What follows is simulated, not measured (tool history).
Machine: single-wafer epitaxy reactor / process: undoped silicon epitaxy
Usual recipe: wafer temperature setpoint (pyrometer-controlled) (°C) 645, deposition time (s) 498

run	hour	wafer temperature setpoint (pyrometer-controlled) (°C)	deposition time (s)	wafers since the last listed run	hours since the last pyrometer calibration	hours since the gauge calibration	read-back reference wafer on the same gauge, thickness_nm	mean film thickness on the monitor wafer (nm)
1	0	645	498	0	2082.2	586.4	84.421	77.162
2	80.7	645	498	260	2162.9	667.1	84.734	77.672
3	139.2	654	498	188	2221.4	725.6	84.361	92.079
4	245.2	650	498	342	2327.4	831.6	84.585	84.96
5	297.2	650	498	167	2379.4	883.6	84.457	85.677
6	363.9	650	498	215	2446.1	950.3	84.751	86.496
7	408.9	645	498	145	2491.1	995.3	84.516	77.925
8	450	645	498	132	2532.2	1036.4	84.576	78.048
# hour 499: pyrometer calibrated
9	499.5	645	498	133	0.5	1085.9	84.544	72.944
10	539.8	645	498	130	40.8	1126.2	84.72	72.892
11	633.1	645	498	301	134.1	1219.5	84.579	73.319
12	702.2	645	427	223	203.2	1288.6	84.464	63.056
13	780.5	645	498	252	281.5	1366.9	84.375	72.818
14	864.5	649	554	271	365.5	1450.9	84.592	88.274
# hour 901.2: gauge calibrated
15	912.4	636	568	154	413.4	11.2	84.475	70.389
16	973.9	645	551	198	474.9	72.7	84.471	81.63
17	1078.7	645	498	338	579.7	177.5	84.559	74.197
18	1144.3	645	561	211	645.3	243.1	84.435	83.636
19	1248.3	652	498	335	749.3	347.1	84.449	85.361
20	1314.2	645	498	212	815.2	413	84.538	73.802
21	1395.5	649	547	262	896.5	494.3	84.304	88.46
22	1461.4	649	400	212	962.4	560.2	84.435	65.455
23	1535	651	405	237	1036	633.8	84.391	68.483
24	1597.6	645	498	202	1098.6	696.4	84.517	75.197

Below are 3 alternative next runs, each starting from the tool's condition after run 24. Predict each:
A	1598.1	645	437	1	1099.1	696.9	?	?
B	1598.1	632	416	1	1099.1	696.9	?	?
C	1598.1	641	592	1	1099.1	696.9	?	?

run	read-back reference wafer on the same gauge, thickness_nm	mean film thickness on the monitor wafer (nm)
A	84.665	67.12
B	84.665	49.574
C	84.665	84.154
The same runs, with their run-to-run variation unchanged, on a tool lacking any hidden condition would have given:
run	mean film thickness on the monitor wafer (nm)
A	63.55
B	46.872
C	79.644
